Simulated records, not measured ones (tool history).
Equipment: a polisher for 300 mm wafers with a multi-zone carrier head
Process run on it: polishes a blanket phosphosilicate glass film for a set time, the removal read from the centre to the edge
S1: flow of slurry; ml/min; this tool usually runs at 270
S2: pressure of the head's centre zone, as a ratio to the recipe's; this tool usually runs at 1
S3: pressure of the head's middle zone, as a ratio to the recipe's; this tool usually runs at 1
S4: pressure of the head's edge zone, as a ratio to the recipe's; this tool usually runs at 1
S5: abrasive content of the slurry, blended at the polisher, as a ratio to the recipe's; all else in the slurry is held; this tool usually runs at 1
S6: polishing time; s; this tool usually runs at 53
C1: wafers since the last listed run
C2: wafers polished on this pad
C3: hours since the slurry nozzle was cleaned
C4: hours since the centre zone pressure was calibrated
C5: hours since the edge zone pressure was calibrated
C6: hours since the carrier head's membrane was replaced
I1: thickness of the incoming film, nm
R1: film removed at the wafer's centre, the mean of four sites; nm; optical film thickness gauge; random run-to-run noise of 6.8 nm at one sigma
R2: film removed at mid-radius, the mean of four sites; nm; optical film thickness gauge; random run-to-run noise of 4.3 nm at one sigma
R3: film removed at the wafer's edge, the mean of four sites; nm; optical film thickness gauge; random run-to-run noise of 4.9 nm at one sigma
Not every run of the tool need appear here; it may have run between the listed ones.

{"run": 1, "hour": 0.0, "S1": 270, "S2": 1, "S3": 1, "S4": 1, "S5": 1, "S6": 53, "C1": 0, "C2": 6318, "C3": 759.8, "C4": 453.9, "C5": 546.4, "C6": 1241.6, "I1": 2349.2, "R1": 409.4, "R2": 430.3, "R3": 428}
{"hour": 36.3, "done": "slurry nozzle cleaned"}
{"run": 2, "hour": 94.3, "S1": 215, "S2": 1.11, "S3": 1, "S4": 1, "S5": 1, "S6": 66, "C1": 989, "C2": 7307, "C3": 58, "C4": 548.2, "C5": 640.7, "C6": 1335.9, "I1": 2409.6, "R1": 535.2, "R2": 497.3, "R3": 493.7}
{"run": 3, "hour": 138.2, "S1": 270, "S2": 1, "S3": 1, "S4": 1, "S5": 1, "S6": 59, "C1": 465, "C2": 7773, "C3": 101.9, "C4": 592.1, "C5": 684.6, "C6": 1379.8, "I1": 2411, "R1": 435.8, "R2": 442.5, "R3": 454.9}
{"hour": 151.8, "done": "worn pad replaced by a new one"}
{"run": 4, "hour": 221.1, "S1": 195, "S2": 1, "S3": 1.06, "S4": 1.04, "S5": 0.9, "S6": 53, "C1": 836, "C2": 734, "C3": 184.8, "C4": 675, "C5": 767.5, "C6": 1462.7, "I1": 2390.3, "R1": 427.2, "R2": 446.8, "R3": 443.9}
{"hour": 276.3, "done": "edge zone pressure recalibrated"}
{"run": 5, "hour": 296.0, "S1": 270, "S2": 1, "S3": 1, "S4": 1, "S5": 1, "S6": 53, "C1": 772, "C2": 1507, "C3": 259.7, "C4": 749.9, "C5": 19.7, "C6": 1537.6, "I1": 2378.2, "R1": 452.4, "R2": 469.9, "R3": 475.4}
{"hour": 324.0, "done": "carrier head's membrane replaced by a new one"}
{"run": 6, "hour": 341.2, "S1": 270, "S2": 1, "S3": 1.07, "S4": 1, "S5": 1, "S6": 53, "C1": 426, "C2": 1934, "C3": 304.9, "C4": 795.1, "C5": 64.9, "C6": 17.2, "I1": 2384.5, "R1": 466.4, "R2": 507.8, "R3": 475.2}
{"run": 7, "hour": 391.8, "S1": 270, "S2": 1, "S3": 1, "S4": 1, "S5": 1, "S6": 53, "C1": 536, "C2": 2470, "C3": 355.5, "C4": 845.7, "C5": 115.5, "C6": 67.8, "I1": 2393.8, "R1": 463.1, "R2": 464.2, "R3": 471.6}
{"run": 8, "hour": 480.4, "S1": 270, "S2": 1, "S3": 1, "S4": 1, "S5": 1, "S6": 53, "C1": 939, "C2": 3409, "C3": 444.1, "C4": 934.3, "C5": 204.1, "C6": 156.4, "I1": 2409.4, "R1": 457, "R2": 464.2, "R3": 458.3}
{"run": 9, "hour": 568.3, "S1": 270, "S2": 1, "S3": 1, "S4": 1, "S5": 1, "S6": 53, "C1": 931, "C2": 4341, "C3": 532, "C4": 1022.2, "C5": 292, "C6": 244.3, "I1": 2397.8, "R1": 450.9, "R2": 445.9, "R3": 454.3}
{"run": 10, "hour": 734.8, "S1": 190, "S2": 1, "S3": 1, "S4": 1, "S5": 1, "S6": 53, "C1": 1765, "C2": 6106, "C3": 698.5, "C4": 1188.7, "C5": 458.5, "C6": 410.8, "I1": 2415.3, "R1": 390.3, "R2": 405.9, "R3": 412.9}
{"hour": 756.0, "done": "worn pad replaced by a new one"}
{"hour": 762.2, "done": "slurry nozzle cleaned"}
{"run": 11, "hour": 842.0, "S1": 270, "S2": 1, "S3": 1.08, "S4": 1, "S5": 1, "S6": 53, "C1": 1083, "C2": 901, "C3": 79.8, "C4": 1295.9, "C5": 565.7, "C6": 518, "I1": 2354.6, "R1": 471.7, "R2": 495.3, "R3": 482.1}
{"run": 12, "hour": 900.5, "S1": 270, "S2": 1, "S3": 1, "S4": 1, "S5": 1, "S6": 53, "C1": 620, "C2": 1521, "C3": 138.3, "C4": 1354.4, "C5": 624.2, "C6": 576.5, "I1": 2428.7, "R1": 457, "R2": 473.8, "R3": 467.1}
{"hour": 993.8, "done": "edge zone pressure recalibrated"}
{"run": 13, "hour": 994.3, "S1": 270, "S2": 1.11, "S3": 0.95, "S4": 1, "S5": 1, "S6": 53, "C1": 973, "C2": 2495, "C3": 232.1, "C4": 1448.2, "C5": 0.5, "C6": 670.3, "I1": 2450, "R1": 498.7, "R2": 447.7, "R3": 459.2}
{"run": 14, "hour": 1071.7, "S1": 270, "S2": 1, "S3": 1, "S4": 1, "S5": 0.85, "S6": 53, "C1": 820, "C2": 3315, "C3": 309.5, "C4": 1525.6, "C5": 77.9, "C6": 747.7, "I1": 2433.4, "R1": 409.1, "R2": 425, "R3": 428.4}
{"hour": 1125.1, "done": "centre zone pressure recalibrated"}
{"run": 15, "hour": 1141.3, "S1": 270, "S2": 1, "S3": 1, "S4": 1.11, "S5": 1.1, "S6": 53, "C1": 716, "C2": 4032, "C3": 379.1, "C4": 16.2, "C5": 147.5, "C6": 817.3, "I1": 2388.2, "R1": 464.9, "R2": 471.4, "R3": 500.4}
{"run": 16, "hour": 1207.8, "S1": 195, "S2": 1, "S3": 1, "S4": 1, "S5": 1.15, "S6": 70, "C1": 705, "C2": 4737, "C3": 445.6, "C4": 82.7, "C5": 214, "C6": 883.8, "I1": 2404.3, "R1": 574.4, "R2": 597.9, "R3": 595.5}
{"run": 17, "hour": 1247.2, "S1": 270, "S2": 1, "S3": 1, "S4": 1, "S5": 0.8, "S6": 53, "C1": 417, "C2": 5155, "C3": 485, "C4": 122.1, "C5": 253.4, "C6": 923.2, "I1": 2426.7, "R1": 386, "R2": 399.1, "R3": 400.9}
{"run": 18, "hour": 1332.1, "S1": 270, "S2": 0.94, "S3": 1, "S4": 1, "S5": 1, "S6": 53, "C1": 900, "C2": 6055, "C3": 569.9, "C4": 207, "C5": 338.3, "C6": 1008.1, "I1": 2378.6, "R1": 391.6, "R2": 432.2, "R3": 434.3}
{"hour": 1364.2, "done": "worn pad replaced by a new one"}
{"hour": 1387.9, "done": "slurry nozzle cleaned"}
{"run": 19, "hour": 1396.3, "S1": 270, "S2": 0.97, "S3": 0.89, "S4": 1, "S5": 1, "S6": 53, "C1": 627, "C2": 329, "C3": 8.4, "C4": 271.2, "C5": 402.5, "C6": 1072.3, "I1": 2423.4, "R1": 460.9, "R2": 431.9, "R3": 475.3}
{"run": 20, "hour": 1490.8, "S1": 270, "S2": 1, "S3": 1, "S4": 1, "S5": 1, "S6": 53, "C1": 1001, "C2": 1331, "C3": 102.9, "C4": 365.7, "C5": 497, "C6": 1166.8, "I1": 2382.7, "R1": 448.2, "R2": 476.6, "R3": 474.7}

Alternative continuations, all from the tool just after run 20; predict every row:
{"run": "A", "hour": 1491.2, "S1": 270, "S2": 1, "S3": 1, "S4": 1, "S5": 1, "S6": 53, "C1": 4, "C2": 1336, "C3": 103.3, "C4": 366.1, "C5": 497.4, "C6": 1167.2, "I1": 2393.6, "R1": "?", "R2": "?", "R3": "?"}
{"run": "B", "hour": 1491.2, "S1": 180, "S2": 1, "S3": 1, "S4": 1.07, "S5": 1.15, "S6": 63, "C1": 4, "C2": 1336, "C3": 103.3, "C4": 366.1, "C5": 497.4, "C6": 1167.2, "I1": 2393.6, "R1": "?", "R2": "?", "R3": "?"}
{"run": "C", "hour": 1491.2, "S1": 270, "S2": 1.05, "S3": 1, "S4": 1, "S5": 1.1, "S6": 53, "C1": 4, "C2": 1336, "C3": 103.3, "C4": 366.1, "C5": 497.4, "C6": 1167.2, "I1": 2393.6, "R1": "?", "R2": "?", "R3": "?"}
{"run": "D", "hour": 1491.2, "S1": 220, "S2": 1.11, "S3": 0.9, "S4": 1, "S5": 0.75, "S6": 53, "C1": 4, "C2": 1336, "C3": 103.3, "C4": 366.1, "C5": 497.4, "C6": 1167.2, "I1": 2393.6, "R1": "?", "R2": "?", "R3": "?"}
{"run": "E", "hour": 1491.2, "S1": 270, "S2": 1, "S3": 1, "S4": 1.06, "S5": 1, "S6": 53, "C1": 4, "C2": 1336, "C3": 103.3, "C4": 366.1, "C5": 497.4, "C6": 1167.2, "I1": 2393.6, "R1": "?", "R2": "?", "R3": "?"}

run=A R1=447.4 R2=475.8 R3=481.8
run=B R1=526.7 R2=564 R3=600
run=C R1=489.5 R2=495.4 R3=501.9
run=D R1=420.9 R2=370.1 R3=413
run=E R1=447.4 R2=475.7 R3=495.8
What these runs would have given with no unlogged condition in the tool:
run=A R1=449.7 R2=478.3 R3=484.4
run=B R1=529.5 R2=567 R3=603.2
run=C R1=492.1 R2=498.1 R3=504.5
run=D R1=423.2 R2=372.1 R3=415.2
run=E R1=449.7 R2=478.2 R3=498.4

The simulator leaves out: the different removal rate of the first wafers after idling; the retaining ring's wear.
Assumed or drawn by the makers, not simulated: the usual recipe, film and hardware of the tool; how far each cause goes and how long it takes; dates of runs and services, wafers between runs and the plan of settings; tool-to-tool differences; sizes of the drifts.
